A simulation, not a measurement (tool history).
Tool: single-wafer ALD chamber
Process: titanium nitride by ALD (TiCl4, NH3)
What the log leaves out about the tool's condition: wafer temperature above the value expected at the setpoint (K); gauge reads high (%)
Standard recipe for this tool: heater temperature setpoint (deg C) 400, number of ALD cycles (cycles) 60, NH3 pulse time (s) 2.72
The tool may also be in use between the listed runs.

| run | hour | heater temperature setpoint (deg C) | number of ALD cycles (cycles) | NH3 pulse time (s) | wafers since the last listed run | hours since the last thermocouple change | hours since the showerhead was replaced | hours since the gauge calibration | read-back reference wafer on the same gauge, thickness_nm | mean film thickness on the monitor wafer (Å) |
|---|---|---|---|---|---|---|---|---|---|---|
| 1 | 0 | 400 | 60 | 2.01 | 0 | 1554.2 | 5858 | 395.7 | 1.298 | 13.65 |
| 2 | 33.4 | 400 | 60 | 2.01 | 163 | 1587.6 | 5891.4 | 429.1 | 1.298 | 13.66 |
| 3 | 60 | 404 | 60 | 3.23 | 129 | 1614.2 | 5918 | 455.7 | 1.296 | 13.89 |
| 4 | 89.2 | 404 | 60 | 3.23 | 142 | 1643.4 | 5947.2 | 484.9 | 1.297 | 13.96 |
| 5 | 126.8 | 404 | 60 | 3.23 | 183 | 1681 | 5984.8 | 522.5 | 1.296 | 13.84 |
| 6 | 192.4 | 400 | 60 | 2.72 | 320 | 1746.6 | 6050.4 | 588.1 | 1.295 | 13.79 |
| 7 | 236.5 | 400 | 60 | 2.72 | 215 | 1790.7 | 6094.5 | 632.2 | 1.293 | 13.77 |
| 8 | 261.3 | 400 | 60 | 2.72 | 121 | 1815.5 | 6119.3 | 657 | 1.293 | 13.76 |
| 9 | 331.1 | 400 | 60 | 2.72 | 340 | 1885.3 | 6189.1 | 726.8 | 1.293 | 13.69 |
| 10 | 391.8 | 400 | 60 | 2.72 | 296 | 1946 | 6249.8 | 787.5 | 1.29 | 13.78 |
| 11 | 419.3 | 400 | 60 | 2.72 | 134 | 1973.5 | 6277.3 | 815 | 1.291 | 13.76 |
| 12 | 452.9 | 400 | 60 | 2.72 | 164 | 2007.1 | 6310.9 | 848.6 | 1.289 | 13.71 |
| 13 | 506.8 | 400 | 60 | 2.72 | 263 | 2061 | 6364.8 | 902.5 | 1.288 | 13.71 |
| 14 | 570.5 | 400 | 53 | 2.72 | 311 | 2124.7 | 6428.5 | 966.2 | 1.288 | 12.07 |
| 15 | 621.7 | 400 | 53 | 2.72 | 250 | 2175.9 | 6479.7 | 1017.4 | 1.286 | 12.11 |
|  | 659.8 | thermocouple changed; heater temperature recalibrated |
| 16 | 666.2 | 412 | 52 | 2.4 | 178 | 6.4 | 6524.2 | 1061.9 | 1.285 | 11.86 |
|  | 779.7 | showerhead replaced |
| 17 | 867 | 385 | 60 | 2.06 | 941 | 207.2 | 87.3 | 1262.7 | 1.282 | 13.35 |
| 18 | 918.9 | 414 | 68 | 2.11 | 253 | 259.1 | 139.2 | 1314.6 | 1.28 | 15.35 |
| 19 | 959.2 | 385 | 60 | 2.06 | 196 | 299.4 | 179.5 | 1354.9 | 1.28 | 13.29 |
|  | 968.6 | gauge calibrated |
| 20 | 1004.7 | 400 | 60 | 2.72 | 222 | 344.9 | 225 | 36.1 | 1.308 | 13.92 |
| 21 | 1065.8 | 400 | 51 | 2.72 | 298 | 406 | 286.1 | 97.2 | 1.305 | 11.76 |
| 22 | 1116.6 | 400 | 60 | 2.72 | 248 | 456.8 | 336.9 | 148 | 1.304 | 13.88 |
| 23 | 1165.1 | 389 | 60 | 2.72 | 236 | 505.3 | 385.4 | 196.5 | 1.304 | 13.76 |
| 24 | 1235 | 400 | 60 | 2.72 | 341 | 575.2 | 455.3 | 266.4 | 1.303 | 13.88 |
| 25 | 1299.9 | 388 | 60 | 1.72 | 316 | 640.1 | 520.2 | 331.3 | 1.3 | 13.42 |
| 26 | 1325.5 | 400 | 60 | 2.72 | 125 | 665.7 | 545.8 | 356.9 | 1.301 | 13.8 |
| 27 | 1357.5 | 396 | 53 | 3.75 | 156 | 697.7 | 577.8 | 388.9 | 1.3 | 12.33 |
| 28 | 1416.1 | 400 | 60 | 1.7 | 286 | 756.3 | 636.4 | 447.5 | 1.298 | 13.59 |
| 29 | 1458.7 | 400 | 60 | 2.25 | 208 | 798.9 | 679 | 490.1 | 1.299 | 13.75 |
| 30 | 1506.4 | 400 | 60 | 2.72 | 232 | 846.6 | 726.7 | 537.8 | 1.298 | 13.84 |

What would each run have given without the hidden state, its run-to-run variation left as it was?
| run | mean film thickness on the monitor wafer (Å) |
|---|---|
| 1 | 13.77 |
| 2 | 13.79 |
| 3 | 14.02 |
| 4 | 14.11 |
| 5 | 13.99 |
| 6 | 13.96 |
| 7 | 13.94 |
| 8 | 13.93 |
| 9 | 13.88 |
| 10 | 13.99 |
| 11 | 13.97 |
| 12 | 13.93 |
| 13 | 13.94 |
| 14 | 12.28 |
| 15 | 12.33 |
| 16 | 12.08 |
| 17 | 13.64 |
| 18 | 15.7 |
| 19 | 13.6 |
| 20 | 13.95 |
| 21 | 11.8 |
| 22 | 13.94 |
| 23 | 13.82 |
| 24 | 13.95 |
| 25 | 13.51 |
| 26 | 13.89 |
| 27 | 12.43 |
| 28 | 13.71 |
| 29 | 13.88 |
| 30 | 13.97 |
